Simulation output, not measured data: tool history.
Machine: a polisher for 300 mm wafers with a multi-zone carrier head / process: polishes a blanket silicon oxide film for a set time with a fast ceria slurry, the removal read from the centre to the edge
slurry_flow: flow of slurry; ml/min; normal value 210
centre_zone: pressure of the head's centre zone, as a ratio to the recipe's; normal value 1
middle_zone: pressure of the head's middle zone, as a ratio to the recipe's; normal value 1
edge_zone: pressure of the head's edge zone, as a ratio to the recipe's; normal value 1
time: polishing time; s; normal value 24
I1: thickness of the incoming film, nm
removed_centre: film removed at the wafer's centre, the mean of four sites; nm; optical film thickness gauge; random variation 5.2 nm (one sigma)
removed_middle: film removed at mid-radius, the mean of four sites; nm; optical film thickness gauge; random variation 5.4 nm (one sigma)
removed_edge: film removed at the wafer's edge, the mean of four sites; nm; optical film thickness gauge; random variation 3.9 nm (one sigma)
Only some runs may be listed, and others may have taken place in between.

run 1 hour=0 | slurry_flow=210 centre_zone=1.03 middle_zone=1 edge_zone=1 time=24 | I1=1580.6 | removed_centre=418.8 removed_middle=406.4 removed_edge=419.5
run 2 hour=16.8 | slurry_flow=210 centre_zone=1 middle_zone=1 edge_zone=1.04 time=24 | I1=1538.2 | removed_centre=393.3 removed_middle=405.8 removed_edge=430.1
run 3 hour=32.5 | slurry_flow=210 centre_zone=1 middle_zone=1 edge_zone=1 time=24 | I1=1568.1 | removed_centre=399.9 removed_middle=400.2 removed_edge=413.6
-- hour=44.5 worn pad replaced by a new one
run 4 hour=45 | slurry_flow=210 centre_zone=1 middle_zone=1 edge_zone=1 time=24 | I1=1558.4 | removed_centre=432.5 removed_middle=433.8 removed_edge=444.5
run 5 hour=58.1 | slurry_flow=210 centre_zone=1 middle_zone=1 edge_zone=1 time=24 | I1=1553.3 | removed_centre=411.4 removed_middle=417.9 removed_edge=427.1
run 6 hour=74.9 | slurry_flow=210 centre_zone=1 middle_zone=1.05 edge_zone=1 time=24 | I1=1581.1 | removed_centre=396.9 removed_middle=420.7 removed_edge=426.3
run 7 hour=87.2 | slurry_flow=210 centre_zone=1 middle_zone=1.05 edge_zone=1 time=24 | I1=1547.7 | removed_centre=392.3 removed_middle=421.1 removed_edge=413.6
-- hour=91.4 edge zone pressure recalibrated
run 8 hour=99.9 | slurry_flow=210 centre_zone=0.95 middle_zone=0.93 edge_zone=1 time=24 | I1=1556.7 | removed_centre=378.7 removed_middle=376.5 removed_edge=412.7
-- hour=104.1 slurry nozzle cleaned
-- hour=119.6 worn pad replaced by a new one
run 9 hour=136.7 | slurry_flow=210 centre_zone=0.95 middle_zone=0.93 edge_zone=1 time=24 | I1=1548.2 | removed_centre=404.8 removed_middle=392.1 removed_edge=433
run 10 hour=142.9 | slurry_flow=210 centre_zone=0.95 middle_zone=0.93 edge_zone=1 time=24 | I1=1526.7 | removed_centre=393.2 removed_middle=399.3 removed_edge=430.1
run 11 hour=154.4 | slurry_flow=210 centre_zone=1 middle_zone=1.06 edge_zone=1.08 time=24 | I1=1567.3 | removed_centre=413.3 removed_middle=440.9 removed_edge=440.1
run 12 hour=162.1 | slurry_flow=210 centre_zone=1 middle_zone=1 edge_zone=1 time=24 | I1=1554.7 | removed_centre=403.9 removed_middle=418.3 removed_edge=422.1
-- hour=171.4 carrier head's membrane replaced by a new one
run 13 hour=180 | slurry_flow=210 centre_zone=1 middle_zone=1.12 edge_zone=0.97 time=24 | I1=1559 | removed_centre=407.5 removed_middle=449.2 removed_edge=415.4
-- hour=192 worn pad replaced by a new one
run 14 hour=194.2 | slurry_flow=210 centre_zone=0.94 middle_zone=1 edge_zone=1 time=24 | I1=1542.4 | removed_centre=413.3 removed_middle=427.1 removed_edge=449
run 15 hour=201.9 | slurry_flow=210 centre_zone=1.09 middle_zone=1 edge_zone=1 time=24 | I1=1526.8 | removed_centre=462.4 removed_middle=417 removed_edge=443.2
run 16 hour=213.4 | slurry_flow=210 centre_zone=1 middle_zone=1 edge_zone=1 time=24 | I1=1581.5 | removed_centre=409.4 removed_middle=415.9 removed_edge=430.6
-- hour=247 centre zone pressure recalibrated
run 17 hour=247.5 | slurry_flow=210 centre_zone=1 middle_zone=1 edge_zone=1.03 time=24 | I1=1580.9 | removed_centre=402.6 removed_middle=413.1 removed_edge=422.1
-- hour=265.8 worn pad replaced by a new one
run 18 hour=266.3 | slurry_flow=180 centre_zone=1 middle_zone=1.05 edge_zone=1 time=28 | I1=1544.2 | removed_centre=490.6 removed_middle=510.8 removed_edge=514
run 19 hour=277.4 | slurry_flow=210 centre_zone=1.07 middle_zone=1 edge_zone=1 time=24 | I1=1528.2 | removed_centre=440.3 removed_middle=423.1 removed_edge=429.1
run 20 hour=290.1 | slurry_flow=190 centre_zone=1.1 middle_zone=1 edge_zone=1 time=24 | I1=1548.2 | removed_centre=435.8 removed_middle=399.7 removed_edge=419.8
run 21 hour=303.4 | slurry_flow=160 centre_zone=1 middle_zone=0.95 edge_zone=1 time=24 | I1=1524.7 | removed_centre=393.8 removed_middle=370.8 removed_edge=414.3
run 22 hour=314.8 | slurry_flow=210 centre_zone=1 middle_zone=1.09 edge_zone=1 time=24 | I1=1525.6 | removed_centre=407.5 removed_middle=437.1 removed_edge=419.4

Predict each of these 4 candidate next runs independently; none follows another, all start after run 22:
run A hour=315.2 | slurry_flow=210 centre_zone=1 middle_zone=1 edge_zone=1 time=18 | I1=1547.1 | removed_centre=? removed_middle=? removed_edge=?
run B hour=315.2 | slurry_flow=165 centre_zone=1 middle_zone=0.9 edge_zone=1 time=21 | I1=1547.1 | removed_centre=? removed_middle=? removed_edge=?
run C hour=315.2 | slurry_flow=235 centre_zone=1.06 middle_zone=1 edge_zone=1.07 time=24 | I1=1547.1 | removed_centre=? removed_middle=? removed_edge=?
run D hour=315.2 | slurry_flow=210 centre_zone=1 middle_zone=1 edge_zone=1 time=17 | I1=1547.1 | removed_centre=? removed_middle=? removed_edge=?

run=A removed_centre=302.5 removed_middle=304.3 removed_edge=317
run=B removed_centre=342.3 removed_middle=316.5 removed_edge=363.3
run=C removed_centre=429.7 removed_middle=410.6 removed_edge=440.8
run=D removed_centre=285.7 removed_middle=287.4 removed_edge=299.4
Without the tool's unlogged condition, the same runs would have read:
run=A removed_centre=342.5 removed_middle=342.7 removed_edge=352.7
run=B removed_centre=390.4 removed_middle=358.7 removed_edge=405.9
run=C removed_centre=484.8 removed_middle=461 removed_edge=489.5
run=D removed_centre=323.5 removed_middle=323.7 removed_edge=333.1
